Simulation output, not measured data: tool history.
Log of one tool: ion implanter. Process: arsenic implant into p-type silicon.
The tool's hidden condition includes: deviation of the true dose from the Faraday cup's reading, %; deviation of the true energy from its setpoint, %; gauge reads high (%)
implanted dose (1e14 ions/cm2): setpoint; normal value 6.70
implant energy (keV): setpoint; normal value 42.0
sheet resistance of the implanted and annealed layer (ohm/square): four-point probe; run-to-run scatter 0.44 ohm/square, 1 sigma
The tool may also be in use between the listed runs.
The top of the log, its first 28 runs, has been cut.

| run | hour | implanted dose (1e14 ions/cm2) | implant energy (keV) | wafers since the last listed run | hours since the last dose calibration | hours since the extraction supply was calibrated | hours since the gauge calibration | read-back reference wafer on the same gauge, sheet resistance | sheet resistance of the implanted and annealed layer (ohm/square) |
|---|---|---|---|---|---|---|---|---|---|
|  | 1965.8 | Faraday cup replaced and dose calibrated |
| 29 | 2035.9 | 7.47 | 55.0 | 2902 | 70.1 | 1575.0 | 1222.0 | 179.96 | 139.98 |
| 30 | 2138.0 | 5.72 | 29.5 | 3946 | 172.2 | 1677.1 | 1324.1 | 179.85 | 189.45 |
| 31 | 2179.8 | 5.92 | 34.5 | 1615 | 214.0 | 1718.9 | 1365.9 | 179.99 | 180.89 |
| 32 | 2270.5 | 5.08 | 35.5 | 3505 | 304.7 | 1809.6 | 1456.6 | 180.06 | 202.10 |
| 33 | 2321.5 | 6.01 | 42.0 | 1971 | 355.7 | 1860.6 | 1507.6 | 179.86 | 173.12 |
| 34 | 2358.3 | 6.70 | 42.0 | 1422 | 392.5 | 1897.4 | 1544.4 | 180.01 | 159.62 |
| 35 | 2421.0 | 4.90 | 29.5 | 2423 | 455.2 | 1960.1 | 1607.1 | 180.01 | 213.79 |
| 36 | 2461.8 | 6.70 | 42.0 | 1577 | 496.0 | 2000.9 | 1647.9 | 179.98 | 159.44 |

What does the tool deliver on the next run?
|  | 2771.4 | Faraday cup replaced and dose calibrated |
| 37 | 2771.9 | 6.05 | 46.0 | 11676 | 0.5 | 2311.0 | 1958.0 | ? | ? |

{"run 37": {"read-back reference wafer on the same gauge, sheet resistance": 179.92, "sheet resistance of the implanted and annealed layer (ohm/square)": 167.41}}
Minus the tool's unlogged condition, the same run would have read sheet resistance of the implanted and annealed layer (ohm/square) 167.60.
